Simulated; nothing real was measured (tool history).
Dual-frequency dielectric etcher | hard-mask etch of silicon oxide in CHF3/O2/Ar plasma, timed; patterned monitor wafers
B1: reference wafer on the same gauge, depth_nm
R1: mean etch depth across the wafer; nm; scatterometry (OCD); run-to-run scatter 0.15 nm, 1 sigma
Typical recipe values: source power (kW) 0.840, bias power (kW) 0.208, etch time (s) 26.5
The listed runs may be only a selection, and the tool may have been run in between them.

{"run": 1, "day": 0.0, "source power (kW)": 0.98, "bias power (kW)": 0.208, "etch time (s)": 26.5, "B1": 55.7, "R1": 66.3}
{"day": 0.012, "done": "gauge calibrated"}
{"run": 2, "day": 1.462, "source power (kW)": 0.98, "bias power (kW)": 0.208, "etch time (s)": 26.5, "B1": 55.7, "R1": 66.2}
{"run": 3, "day": 2.796, "source power (kW)": 0.84, "bias power (kW)": 0.208, "etch time (s)": 33.0, "B1": 55.7, "R1": 75.2}
{"run": 4, "day": 3.8, "source power (kW)": 0.84, "bias power (kW)": 0.208, "etch time (s)": 33.0, "B1": 55.7, "R1": 75.1}
{"day": 5.075, "done": "wet clean of the chamber"}
{"run": 5, "day": 5.096, "source power (kW)": 0.84, "bias power (kW)": 0.208, "etch time (s)": 26.5, "B1": 55.7, "R1": 60.4}
{"run": 6, "day": 6.079, "source power (kW)": 0.84, "bias power (kW)": 0.208, "etch time (s)": 26.5, "B1": 55.7, "R1": 60.4}
{"run": 7, "day": 7.362, "source power (kW)": 0.84, "bias power (kW)": 0.208, "etch time (s)": 26.5, "B1": 55.7, "R1": 60.7}
{"day": 8.942, "done": "upper electrode replaced"}
{"run": 8, "day": 8.962, "source power (kW)": 0.84, "bias power (kW)": 0.188, "etch time (s)": 32.0, "B1": 55.7, "R1": 70.7}
{"run": 9, "day": 9.196, "source power (kW)": 0.73, "bias power (kW)": 0.208, "etch time (s)": 26.5, "B1": 55.7, "R1": 55.1}
{"run": 10, "day": 10.571, "source power (kW)": 0.74, "bias power (kW)": 0.164, "etch time (s)": 34.0, "B1": 55.7, "R1": 66.7}
{"run": 11, "day": 11.071, "source power (kW)": 1.02, "bias power (kW)": 0.159, "etch time (s)": 21.0, "B1": 55.7, "R1": 49.5}
{"run": 12, "day": 12.088, "source power (kW)": 0.73, "bias power (kW)": 0.208, "etch time (s)": 19.5, "B1": 55.7, "R1": 40.5}
{"run": 13, "day": 13.217, "source power (kW)": 0.84, "bias power (kW)": 0.208, "etch time (s)": 26.5, "B1": 55.7, "R1": 60.2}
{"run": 14, "day": 16.938, "source power (kW)": 0.84, "bias power (kW)": 0.208, "etch time (s)": 26.5, "B1": 55.7, "R1": 60.3}
{"run": 15, "day": 17.496, "source power (kW)": 0.84, "bias power (kW)": 0.208, "etch time (s)": 26.5, "B1": 55.7, "R1": 60.3}
{"run": 16, "day": 18.275, "source power (kW)": 0.74, "bias power (kW)": 0.208, "etch time (s)": 26.5, "B1": 55.7, "R1": 55.9}
{"run": 17, "day": 19.4, "source power (kW)": 0.84, "bias power (kW)": 0.208, "etch time (s)": 26.5, "B1": 55.8, "R1": 60.5}
{"run": 18, "day": 20.208, "source power (kW)": 0.67, "bias power (kW)": 0.193, "etch time (s)": 26.5, "B1": 55.7, "R1": 50.9}
{"day": 21.317, "done": "bias power generator calibrated"}
{"run": 19, "day": 21.512, "source power (kW)": 0.66, "bias power (kW)": 0.23, "etch time (s)": 23.0, "B1": 55.7, "R1": 46.3}
{"run": 20, "day": 22.133, "source power (kW)": 0.84, "bias power (kW)": 0.208, "etch time (s)": 26.5, "B1": 55.7, "R1": 60.4}
{"run": 21, "day": 22.879, "source power (kW)": 1.04, "bias power (kW)": 0.208, "etch time (s)": 26.5, "B1": 55.7, "R1": 68.2}
{"day": 23.104, "done": "source power generator calibrated"}
{"run": 22, "day": 26.383, "source power (kW)": 0.84, "bias power (kW)": 0.208, "etch time (s)": 29.5, "B1": 55.7, "R1": 67.1}
{"run": 23, "day": 27.746, "source power (kW)": 1.04, "bias power (kW)": 0.244, "etch time (s)": 23.0, "B1": 55.7, "R1": 62.2}
{"run": 24, "day": 28.875, "source power (kW)": 1.0, "bias power (kW)": 0.246, "etch time (s)": 24.5, "B1": 55.7, "R1": 65.1}
{"run": 25, "day": 29.546, "source power (kW)": 0.84, "bias power (kW)": 0.208, "etch time (s)": 26.5, "B1": 55.7, "R1": 60.1}
{"run": 26, "day": 30.817, "source power (kW)": 1.0, "bias power (kW)": 0.17, "etch time (s)": 31.5, "B1": 55.7, "R1": 74.7}
{"run": 27, "day": 32.283, "source power (kW)": 0.84, "bias power (kW)": 0.208, "etch time (s)": 26.5, "B1": 55.7, "R1": 60.2}
{"run": 28, "day": 33.017, "source power (kW)": 1.0, "bias power (kW)": 0.17, "etch time (s)": 31.5, "B1": 55.7, "R1": 74.9}
{"run": 29, "day": 33.667, "source power (kW)": 1.03, "bias power (kW)": 0.177, "etch time (s)": 29.0, "B1": 55.6, "R1": 70.7}
{"day": 34.9, "done": "wet clean of the chamber"}
{"run": 30, "day": 35.108, "source power (kW)": 0.76, "bias power (kW)": 0.188, "etch time (s)": 26.5, "B1": 55.7, "R1": 54.9}

Run-by-run hidden state of the tool:
etch rate over this chamber's usual, %: 0 on each run
source power that arrives over what is set, %: 0 on each run
bias power that arrives over what is set, %: 0 on each run
gauge reads high (%): 0 on each run
